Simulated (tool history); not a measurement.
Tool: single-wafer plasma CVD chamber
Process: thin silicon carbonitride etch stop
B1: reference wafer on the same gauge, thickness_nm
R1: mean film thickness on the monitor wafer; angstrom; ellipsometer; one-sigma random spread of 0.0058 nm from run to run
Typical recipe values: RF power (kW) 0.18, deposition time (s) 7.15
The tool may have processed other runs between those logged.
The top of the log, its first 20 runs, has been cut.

{"run": 21, "hour": 215.3, "RF power (kW)": 0.18, "deposition time (s)": 7.15, "B1": 3.501, "R1": 38.77}
{"hour": 227.1, "done": "showerhead replaced"}
{"run": 22, "hour": 232.9, "RF power (kW)": 0.205, "deposition time (s)": 6.5, "B1": 3.502, "R1": 36.08}
{"run": 23, "hour": 241.6, "RF power (kW)": 0.17, "deposition time (s)": 5.99, "B1": 3.503, "R1": 32.19}
{"run": 24, "hour": 250.6, "RF power (kW)": 0.18, "deposition time (s)": 7.15, "B1": 3.503, "R1": 38.72}
{"run": 25, "hour": 272.8, "RF power (kW)": 0.2, "deposition time (s)": 7.79, "B1": 3.507, "R1": 43.06}
{"run": 26, "hour": 280.6, "RF power (kW)": 0.215, "deposition time (s)": 7.15, "B1": 3.505, "R1": 40.2}
{"run": 27, "hour": 294.5, "RF power (kW)": 0.145, "deposition time (s)": 7.15, "B1": 3.507, "R1": 37.41}
{"run": 28, "hour": 304.2, "RF power (kW)": 0.18, "deposition time (s)": 7.15, "B1": 3.508, "R1": 38.83}
{"run": 29, "hour": 312.1, "RF power (kW)": 0.21, "deposition time (s)": 6.04, "B1": 3.511, "R1": 33.84}
{"run": 30, "hour": 322.7, "RF power (kW)": 0.18, "deposition time (s)": 7.15, "B1": 3.512, "R1": 38.8}

5 options for the next run, each taken on its own from the tool as it stands now. Forecast them:
{"run": "A", "hour": 323.1, "RF power (kW)": 0.2, "deposition time (s)": 7.15, "B1": "?", "R1": "?"}
{"run": "B", "hour": 323.1, "RF power (kW)": 0.16, "deposition time (s)": 8.56, "B1": "?", "R1": "?"}
{"run": "C", "hour": 323.1, "RF power (kW)": 0.18, "deposition time (s)": 8.28, "B1": "?", "R1": "?"}
{"run": "D", "hour": 323.1, "RF power (kW)": 0.15, "deposition time (s)": 8.52, "B1": "?", "R1": "?"}
{"run": "E", "hour": 323.1, "RF power (kW)": 0.15, "deposition time (s)": 8.3, "B1": "?", "R1": "?"}

run=A B1=3.512 R1=39.66
run=B B1=3.512 R1=45.51
run=C B1=3.512 R1=45
run=D B1=3.512 R1=44.78
run=E B1=3.512 R1=43.62
What these runs would have given with no unlogged condition in the tool:
run=A R1=39.53
run=B R1=45.36
run=C R1=44.85
run=D R1=44.63
run=E R1=43.47
